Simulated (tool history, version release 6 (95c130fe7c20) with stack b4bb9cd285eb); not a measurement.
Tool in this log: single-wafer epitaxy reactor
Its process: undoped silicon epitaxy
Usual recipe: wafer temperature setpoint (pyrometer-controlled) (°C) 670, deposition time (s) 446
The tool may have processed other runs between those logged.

run	hour	wafer temperature setpoint (pyrometer-controlled) (°C)	deposition time (s)	read-back reference wafer on the same gauge, thickness_nm	mean film thickness on the monitor wafer (Å)
1	0.0	670	446	102.999	1172.45
2	62.9	670	446	102.908	1173.20
3	87.7	670	446	103.079	1177.61
4	119.2	670	446	103.008	1179.28
5	173.1	670	446	102.939	1184.55
# hour 216.9: gauge calibrated
6	352.3	670	446	102.840	1173.51
7	411.2	670	446	103.033	1179.51
8	447.4	670	446	103.026	1176.20
9	482.6	670	446	102.880	1182.25
10	553.4	670	446	103.106	1181.88
11	594.0	670	365	103.128	961.67
12	644.1	670	446	103.063	1182.56
# hour 713.6: pyrometer calibrated
13	714.2	670	365	102.988	957.35
14	785.3	670	446	102.939	1169.49
15	819.1	656	418	102.953	834.43
# hour 842.1: gauge calibrated
16	884.6	657	385	102.817	783.76
17	934.0	679	376	103.016	1172.56
18	997.8	681	388	103.039	1263.93
19	1065.7	674	419	102.864	1190.88
20	1112.0	677	378	102.920	1144.47

Forecast each of these 4 alternatives for the next run:
A	1112.5	678	446	?	?
B	1112.5	661	501	?	?
C	1112.5	662	496	?	?
D	1112.5	661	384	?	?

run	read-back reference wafer on the same gauge, thickness_nm	mean film thickness on the monitor wafer (Å)
A	102.850	1371.66
B	102.850	1108.16
C	102.850	1118.92
D	102.850	849.37
Stripped of hidden state, with their random variation kept, the same runs would have yielded:
run	mean film thickness on the monitor wafer (Å)
A	1353.84
B	1093.28
C	1103.93
D	837.96
